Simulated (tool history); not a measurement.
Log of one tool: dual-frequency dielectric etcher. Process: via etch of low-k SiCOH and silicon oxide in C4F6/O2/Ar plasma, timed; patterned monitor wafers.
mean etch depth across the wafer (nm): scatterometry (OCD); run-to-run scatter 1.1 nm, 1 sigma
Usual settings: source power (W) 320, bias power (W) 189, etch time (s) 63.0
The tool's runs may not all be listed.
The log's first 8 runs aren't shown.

| run | hour | source power (W) | bias power (W) | etch time (s) | read-back reference wafer on the same gauge, depth_nm | mean etch depth across the wafer (nm) |
|---|---|---|---|---|---|---|
|  | 450.2 | source power generator calibrated |
| 9 | 539.3 | 390 | 213 | 70.0 | 157.8 | 201.8 |
| 10 | 600.0 | 260 | 204 | 57.5 | 158.0 | 132.7 |
|  | 705.7 | wet clean of the chamber |
| 11 | 706.2 | 260 | 208 | 73.5 | 157.9 | 178.8 |
|  | 747.6 | bias power generator calibrated |
| 12 | 794.7 | 320 | 189 | 78.5 | 158.0 | 206.6 |
| 13 | 890.6 | 280 | 221 | 71.5 | 158.0 | 183.1 |
| 14 | 934.4 | 390 | 167 | 57.0 | 158.0 | 155.8 |
| 15 | 1041.9 | 380 | 154 | 52.0 | 157.8 | 135.3 |
|  | 1070.6 | upper electrode replaced, of another model than before |
| 16 | 1145.6 | 320 | 159 | 63.0 | 158.1 | 147.0 |
| 17 | 1232.1 | 320 | 224 | 51.0 | 158.4 | 140.7 |
| 18 | 1324.7 | 320 | 189 | 63.0 | 158.0 | 160.1 |
| 19 | 1386.1 | 350 | 189 | 78.0 | 158.1 | 209.1 |
| 20 | 1429.1 | 320 | 189 | 63.0 | 157.7 | 159.1 |
|  | 1478.2 | wet clean of the chamber |
| 21 | 1483.1 | 350 | 176 | 73.5 | 158.0 | 195.6 |
| 22 | 1548.2 | 320 | 189 | 63.0 | 157.9 | 163.1 |
| 23 | 1726.9 | 290 | 177 | 57.0 | 157.8 | 130.0 |
| 24 | 1834.5 | 360 | 162 | 70.5 | 158.1 | 177.1 |
| 25 | 1895.0 | 250 | 146 | 75.0 | 158.0 | 134.1 |
| 26 | 1960.3 | 390 | 167 | 57.0 | 158.2 | 152.3 |
| 27 | 2042.6 | 320 | 189 | 80.0 | 158.2 | 199.8 |
|  | 2139.6 | wet clean of the chamber |
| 28 | 2140.1 | 320 | 155 | 50.0 | 158.2 | 119.5 |
| 29 | 2174.5 | 280 | 222 | 69.5 | 158.1 | 176.4 |
| 30 | 2279.8 | 320 | 189 | 63.0 | 158.3 | 163.0 |

Predict each of these 3 candidate next runs independently; none follows another, all start after run 30:
| A | 2280.2 | 270 | 189 | 63.0 | ? | ? |
| B | 2280.2 | 280 | 189 | 69.5 | ? | ? |
| C | 2280.2 | 240 | 189 | 57.0 | ? | ? |

| run | read-back reference wafer on the same gauge, depth_nm | mean etch depth across the wafer (nm) |
|---|---|---|
| A | 158.1 | 144.6 |
| B | 158.1 | 164.3 |
| C | 158.1 | 118.0 |
Without the tool's hidden state the same runs would have given:
| run | mean etch depth across the wafer (nm) |
|---|---|
| A | 145.4 |
| B | 165.2 |
| C | 118.6 |
